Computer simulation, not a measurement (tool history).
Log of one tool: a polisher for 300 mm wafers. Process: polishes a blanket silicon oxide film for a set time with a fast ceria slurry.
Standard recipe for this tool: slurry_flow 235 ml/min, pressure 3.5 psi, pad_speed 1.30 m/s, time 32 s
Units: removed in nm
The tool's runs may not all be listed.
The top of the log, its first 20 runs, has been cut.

run	hour	slurry_flow	pressure	pad_speed	time	wafers since the last listed run	wafers polished on this pad	hours since the slurry nozzle was cleaned	hours since the head pressure was calibrated	incoming thickness of the incoming film, nm	removed
# hour 1050.1: worn pad replaced by a new one, of another model than before
21	1086.9	235	3.5	1.30	32	940	603	162.8	169.4	2231.1	759.2
22	1196.7	270	3.5	1.30	38	1802	2405	272.6	279.2	2213.0	908.4
23	1248.6	300	3.5	1.30	32	851	3257	324.5	331.1	2235.7	781.0
24	1292.1	235	3.5	1.00	32	713	3970	368.0	374.6	2234.3	655.1
25	1325.5	235	3.5	1.30	25	548	4519	401.4	408.0	2227.1	589.3
# hour 1364.0: slurry nozzle cleaned
26	1369.4	200	3.5	1.30	32	704	5223	5.4	451.9	2259.1	761.7
27	1410.2	310	3.5	1.30	32	669	5892	46.2	492.7	2282.8	789.3
# hour 1475.2: worn pad replaced by a new one
28	1481.8	235	3.5	1.30	32	1109	108	117.8	564.3	2241.1	763.0
29	1545.6	235	3.5	1.30	32	1047	1155	181.6	628.1	2239.8	771.6
# hour 1746.2: slurry nozzle cleaned
30	1760.5	235	3.5	0.86	32	3510	4666	14.3	843.0	2283.8	632.3
31	1863.3	180	3.5	1.30	24	1687	6353	117.1	945.8	2236.8	554.0
32	1897.2	235	4.4	1.30	25	556	6910	151.0	979.7	2228.4	672.2
# hour 1918.4: worn pad replaced by a new one
33	1932.2	235	3.5	1.30	32	508	226	186.0	1014.7	2268.2	771.4
34	1962.3	180	3.8	1.52	32	494	720	216.1	1044.8	2238.0	835.2
35	2006.6	235	3.5	1.30	32	727	1447	260.4	1089.1	2285.2	772.5
# hour 2018.9: head pressure recalibrated
36	2045.2	235	3.5	1.30	32	600	2048	299.0	26.3	2253.1	756.8
37	2081.8	190	3.5	1.30	29	600	2648	335.6	62.9	2212.6	671.0
38	2128.1	235	3.8	1.30	32	759	3408	381.9	109.2	2277.8	781.3

Forecast each of these 3 alternatives for the next run:
A	2128.5	235	3.5	1.14	32	6	3415	382.3	109.6	2279.3	?
B	2128.5	285	3.5	1.72	29	6	3415	382.3	109.6	2279.3	?
C	2128.5	235	3.5	0.98	27	6	3415	382.3	109.6	2279.3	?

run	removed
A	697.0
B	821.7
C	543.3
With no hidden state in the tool, these same runs would have given:
run	removed
A	723.3
B	848.9
C	563.9

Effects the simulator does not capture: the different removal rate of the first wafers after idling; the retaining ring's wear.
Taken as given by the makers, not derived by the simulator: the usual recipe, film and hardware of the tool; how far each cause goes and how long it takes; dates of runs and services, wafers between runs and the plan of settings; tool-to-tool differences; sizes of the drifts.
